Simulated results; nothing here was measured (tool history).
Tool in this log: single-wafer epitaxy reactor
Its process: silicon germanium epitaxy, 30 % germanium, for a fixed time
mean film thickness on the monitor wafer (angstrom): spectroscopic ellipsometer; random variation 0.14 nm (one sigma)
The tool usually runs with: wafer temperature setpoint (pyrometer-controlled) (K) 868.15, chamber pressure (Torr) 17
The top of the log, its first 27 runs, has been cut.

run,day,wafer temperature setpoint (pyrometer-controlled) (K),chamber pressure (Torr),wafers since the last listed run,hours since the last pyrometer calibration,hours since the last manometer calibration,hours since the showerhead was replaced,hours since the gauge calibration,"read-back reference wafer on the same gauge, thickness_nm",mean film thickness on the monitor wafer (angstrom)
28,58.333,868.15,17,725,1030,203.9,717.9,1076.7,43.509,511.51
29,60.262,880.15,19.6,557,1076.3,250.2,764.2,1123,43.491,668.43
30,61.538,877.15,13.5,368,1106.9,280.8,794.8,1153.6,43.475,555.12
31,62.721,868.15,14.5,341,1135.3,309.2,823.2,1182,43.468,483.75
32,65.458,856.15,14.1,790,1201,374.9,888.9,1247.7,43.481,383.54
33,67.533,872.15,17,599,1250.8,424.7,938.7,1297.5,43.464,549.6
34,69.429,868.15,17,547,1296.3,470.2,984.2,1343,43.525,513.83
35,70.454,876.15,17,296,1320.9,494.8,1008.8,1367.6,43.492,588.91

Consider 4 possible next runs. They are alternatives, not a sequence: every one starts from the tool as it was left by run 35. What does each give?
A,70.471,868.15,17,4,1321.3,495.2,1009.2,1368,?,?
B,70.471,855.15,19.3,4,1321.3,495.2,1009.2,1368,?,?
C,70.471,859.15,19.7,4,1321.3,495.2,1009.2,1368,?,?
D,70.471,879.15,15.4,4,1321.3,495.2,1009.2,1368,?,?

run,"read-back reference wafer on the same gauge, thickness_nm",mean film thickness on the monitor wafer (angstrom)
A,43.469,511.63
B,43.469,420.67
C,43.469,456.74
D,43.469,602.58
Take away the tool's hidden state, keep each run's random variation, and the runs would have read:
run,mean film thickness on the monitor wafer (angstrom)
A,518.68
B,426.65
C,463.17
D,610.69

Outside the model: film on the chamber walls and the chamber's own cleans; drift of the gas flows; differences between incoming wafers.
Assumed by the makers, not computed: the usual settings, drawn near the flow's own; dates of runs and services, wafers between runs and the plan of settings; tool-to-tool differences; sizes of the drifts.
